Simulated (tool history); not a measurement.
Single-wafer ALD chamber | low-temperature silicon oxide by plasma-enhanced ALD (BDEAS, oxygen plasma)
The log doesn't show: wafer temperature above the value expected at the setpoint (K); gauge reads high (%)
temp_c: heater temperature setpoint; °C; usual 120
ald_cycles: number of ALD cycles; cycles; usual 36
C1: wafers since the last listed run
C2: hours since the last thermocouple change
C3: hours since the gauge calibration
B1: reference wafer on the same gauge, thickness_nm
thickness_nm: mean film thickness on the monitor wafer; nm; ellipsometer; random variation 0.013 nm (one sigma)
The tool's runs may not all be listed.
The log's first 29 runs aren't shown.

{"run": 30, "hour": 3023.0, "temp_c": 120, "ald_cycles": 36, "C1": 1746, "C2": 422.6, "C3": 2014.3, "B1": 5.171, "thickness_nm": 5.29}
{"run": 31, "hour": 3077.2, "temp_c": 116, "ald_cycles": 36, "C1": 587, "C2": 476.8, "C3": 2068.5, "B1": 5.173, "thickness_nm": 5.346}
{"hour": 3165.3, "done": "gauge calibrated"}
{"run": 32, "hour": 3172.2, "temp_c": 112, "ald_cycles": 43, "C1": 1030, "C2": 571.8, "C3": 6.9, "B1": 5.169, "thickness_nm": 6.393}
{"run": 33, "hour": 3229.2, "temp_c": 113, "ald_cycles": 38, "C1": 618, "C2": 628.8, "C3": 63.9, "B1": 5.167, "thickness_nm": 5.637}
{"run": 34, "hour": 3317.6, "temp_c": 111, "ald_cycles": 41, "C1": 958, "C2": 717.2, "C3": 152.3, "B1": 5.172, "thickness_nm": 6.104}
{"run": 35, "hour": 3376.2, "temp_c": 131, "ald_cycles": 31, "C1": 635, "C2": 775.8, "C3": 210.9, "B1": 5.169, "thickness_nm": 4.469}
{"run": 36, "hour": 3470.1, "temp_c": 120, "ald_cycles": 36, "C1": 1018, "C2": 869.7, "C3": 304.8, "B1": 5.171, "thickness_nm": 5.279}
{"run": 37, "hour": 3537.3, "temp_c": 126, "ald_cycles": 40, "C1": 728, "C2": 936.9, "C3": 372, "B1": 5.167, "thickness_nm": 5.819}
{"run": 38, "hour": 3633.7, "temp_c": 120, "ald_cycles": 32, "C1": 1045, "C2": 1033.3, "C3": 468.4, "B1": 5.173, "thickness_nm": 4.687}
{"run": 39, "hour": 3679.2, "temp_c": 120, "ald_cycles": 39, "C1": 493, "C2": 1078.8, "C3": 513.9, "B1": 5.169, "thickness_nm": 5.707}
{"run": 40, "hour": 3758.8, "temp_c": 120, "ald_cycles": 36, "C1": 863, "C2": 1158.4, "C3": 593.5, "B1": 5.172, "thickness_nm": 5.297}
{"run": 41, "hour": 3837.9, "temp_c": 117, "ald_cycles": 36, "C1": 857, "C2": 1237.5, "C3": 672.6, "B1": 5.166, "thickness_nm": 5.295}
{"run": 42, "hour": 3921.4, "temp_c": 106, "ald_cycles": 32, "C1": 905, "C2": 1321, "C3": 756.1, "B1": 5.174, "thickness_nm": 4.808}
{"run": 43, "hour": 3993.0, "temp_c": 115, "ald_cycles": 36, "C1": 776, "C2": 1392.6, "C3": 827.7, "B1": 5.171, "thickness_nm": 5.298}
{"run": 44, "hour": 4041.0, "temp_c": 125, "ald_cycles": 43, "C1": 520, "C2": 1440.6, "C3": 875.7, "B1": 5.17, "thickness_nm": 6.255}
{"run": 45, "hour": 4145.7, "temp_c": 117, "ald_cycles": 33, "C1": 1135, "C2": 1545.3, "C3": 980.4, "B1": 5.17, "thickness_nm": 4.86}
{"hour": 4219.4, "done": "thermocouple changed; heater temperature recalibrated"}
{"run": 46, "hour": 4219.9, "temp_c": 120, "ald_cycles": 36, "C1": 717, "C2": 0.5, "C3": 1054.6, "B1": 5.171, "thickness_nm": 5.321}

3 ways to go on from here, each from the tool as it stands after run 46. What would each give?
{"run": "A", "hour": 4220.4, "temp_c": 124, "ald_cycles": 36, "C1": 5, "C2": 1, "C3": 1055.1, "B1": "?", "thickness_nm": "?"}
{"run": "B", "hour": 4220.4, "temp_c": 111, "ald_cycles": 33, "C1": 5, "C2": 1, "C3": 1055.1, "B1": "?", "thickness_nm": "?"}
{"run": "C", "hour": 4220.4, "temp_c": 130, "ald_cycles": 41, "C1": 5, "C2": 1, "C3": 1055.1, "B1": "?", "thickness_nm": "?"}

run=A B1=5.17 thickness_nm=5.288
run=B B1=5.17 thickness_nm=4.952
run=C B1=5.17 thickness_nm=5.962
Without the tool's hidden state the same runs would have given:
run=A thickness_nm=5.291
run=B thickness_nm=4.955
run=C thickness_nm=5.966
